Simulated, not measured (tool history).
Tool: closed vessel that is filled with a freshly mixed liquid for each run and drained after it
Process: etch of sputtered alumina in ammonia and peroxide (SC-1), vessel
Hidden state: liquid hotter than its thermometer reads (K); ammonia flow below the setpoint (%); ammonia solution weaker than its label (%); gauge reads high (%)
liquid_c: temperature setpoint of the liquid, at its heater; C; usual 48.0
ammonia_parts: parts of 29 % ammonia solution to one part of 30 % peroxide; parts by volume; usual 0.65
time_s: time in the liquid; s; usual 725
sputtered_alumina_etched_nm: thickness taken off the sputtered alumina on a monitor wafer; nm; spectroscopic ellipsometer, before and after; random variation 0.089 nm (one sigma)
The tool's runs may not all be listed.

run,hour,liquid_c,ammonia_parts,time_s,wafers since the last listed run,hours since the thermometer was replaced,hours since the ammonia flow meter was replaced,hours since the drum of ammonia solution was connected,hours since the gauge calibration,"read-back film thickness of the sputtered alumina reference wafer, read on the same gauge (nm)",sputtered_alumina_etched_nm
1,0.0,48.0,0.50,725,0,26.7,1777.5,127.6,326.8,39.99,27.21
2,12.5,48.0,0.50,725,802,39.2,1790.0,140.1,339.3,39.99,27.13
3,28.8,48.0,0.90,725,1045,55.5,1806.3,156.4,355.6,39.99,28.68
4,40.7,48.0,0.55,725,763,67.4,1818.2,168.3,367.5,40.00,27.20
5,57.9,48.0,0.55,725,1103,84.6,1835.4,185.5,384.7,39.98,27.28
# hour 73.0: ammonia flow meter replaced
6,74.3,48.0,0.65,725,988,101.0,1.3,201.9,401.1,40.00,27.74
7,83.4,48.0,0.75,1145,583,110.1,10.4,211.0,410.2,39.98,44.45
8,92.5,42.5,0.50,860,583,119.2,19.5,220.1,419.3,39.98,23.54
9,108.0,48.0,0.90,725,994,134.7,35.0,235.6,434.8,40.00,28.70
10,115.9,52.5,0.65,370,506,142.6,42.9,243.5,442.7,39.99,18.20
11,124.4,53.5,0.65,725,545,151.1,51.4,252.0,451.2,40.03,37.52
12,136.8,48.0,0.65,1065,795,163.5,63.8,264.4,463.6,40.02,40.74
13,144.6,48.0,0.65,725,500,171.3,71.6,272.2,471.4,40.00,27.86
14,151.7,41.0,0.45,895,455,178.4,78.7,279.3,478.5,40.01,22.18
15,166.8,48.0,0.65,725,968,193.5,93.8,294.4,493.6,40.01,27.76
16,176.2,41.0,0.65,490,603,202.9,103.2,303.8,503.0,40.00,12.56
17,182.8,56.5,0.40,725,423,209.5,109.8,310.4,509.6,40.00,42.21
# hour 187.1: gauge calibrated
18,190.7,48.0,0.80,1015,506,217.4,117.7,318.3,3.6,40.00,39.85
19,206.4,48.0,0.50,560,1007,233.1,133.4,334.0,19.3,40.02,20.85
# hour 218.3: new drum of ammonia solution connected
20,223.9,45.5,0.85,1160,1058,250.6,150.9,5.6,36.8,40.00,39.34
21,235.2,48.0,0.65,725,725,261.9,162.2,16.9,48.1,40.00,27.72
22,248.5,48.0,0.65,725,853,275.2,175.5,30.2,61.4,39.98,27.86
23,266.1,48.0,0.65,725,1129,292.8,193.1,47.8,79.0,39.97,27.68
24,279.1,44.0,0.80,1125,834,305.8,206.1,60.8,92.0,39.99,34.96
25,289.9,48.0,0.65,725,692,316.6,216.9,71.6,102.8,39.99,27.84
26,304.3,48.0,0.65,725,923,331.0,231.3,86.0,117.2,40.00,27.82
27,312.6,40.5,0.90,725,532,339.3,239.6,94.3,125.5,40.00,18.67
28,321.1,48.0,0.45,725,545,347.8,248.1,102.8,134.0,39.99,26.95
29,334.7,53.0,0.45,335,872,361.4,261.7,116.4,147.6,40.01,16.30
30,344.6,52.0,0.85,1010,635,371.3,271.6,126.3,157.5,40.02,49.32

Forecast each of these 3 alternatives for the next run:
A,345.5,52.0,0.65,725,57,372.2,272.5,127.2,158.4,?,?
B,345.5,48.0,0.65,950,57,372.2,272.5,127.2,158.4,?,?
C,345.5,55.5,0.55,725,57,372.2,272.5,127.2,158.4,?,?

run,"read-back film thickness of the sputtered alumina reference wafer, read on the same gauge (nm)",sputtered_alumina_etched_nm
A,40.02,34.65
B,40.02,36.44
C,40.02,41.15
Without the tool's hidden state the same runs would have given:
run,sputtered_alumina_etched_nm
A,34.65
B,36.44
C,41.15
